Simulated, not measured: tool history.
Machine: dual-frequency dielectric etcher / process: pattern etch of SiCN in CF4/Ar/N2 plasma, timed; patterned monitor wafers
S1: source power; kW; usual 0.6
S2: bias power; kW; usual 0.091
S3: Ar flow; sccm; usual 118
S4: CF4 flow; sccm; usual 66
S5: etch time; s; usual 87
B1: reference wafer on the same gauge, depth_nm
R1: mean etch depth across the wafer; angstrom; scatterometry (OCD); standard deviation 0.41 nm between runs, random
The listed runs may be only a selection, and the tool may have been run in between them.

| run | hour | S1 | S2 | S3 | S4 | S5 | B1 | R1 |
|---|---|---|---|---|---|---|---|---|
| 1 | 0 | 0.6 | 0.091 | 118 | 66 | 108 | 98.8 | 1163 |
| 2 | 16.1 | 0.6 | 0.091 | 118 | 66 | 108 | 98.9 | 1165 |
| 3 | 22.2 | 0.6 | 0.108 | 102 | 76 | 76.5 | 98.8 | 924 |
|  | 37.2 | Ar flow controller replaced |
| 4 | 37.7 | 0.6 | 0.091 | 118 | 66 | 87 | 98.9 | 935 |
| 5 | 49.8 | 0.6 | 0.091 | 118 | 66 | 87 | 98.8 | 930 |
| 6 | 62.5 | 0.6 | 0.091 | 118 | 66 | 87 | 98.8 | 930 |
| 7 | 69.2 | 0.6 | 0.07 | 144 | 76 | 98.5 | 98.7 | 916 |
| 8 | 109.7 | 0.66 | 0.111 | 118 | 57 | 87 | 98.8 | 1071 |
| 9 | 120.6 | 0.6 | 0.069 | 118 | 58 | 87 | 98.7 | 800 |
|  | 133.9 | source power generator calibrated |
|  | 139.4 | gauge calibrated |
|  | 187.2 | upper electrode replaced |
| 10 | 187.7 | 0.6 | 0.091 | 118 | 66 | 87 | 98.7 | 931 |

Run 11 has not been measured yet. What should we expect?
| 11 | 188 | 0.45 | 0.091 | 118 | 66 | 100 | ? | ? |

{"run 11": {"B1": 98.8, "R1": 872}}
If the tool had no hidden condition, the same run with the same run-to-run variation would have returned R1 877 angstrom.

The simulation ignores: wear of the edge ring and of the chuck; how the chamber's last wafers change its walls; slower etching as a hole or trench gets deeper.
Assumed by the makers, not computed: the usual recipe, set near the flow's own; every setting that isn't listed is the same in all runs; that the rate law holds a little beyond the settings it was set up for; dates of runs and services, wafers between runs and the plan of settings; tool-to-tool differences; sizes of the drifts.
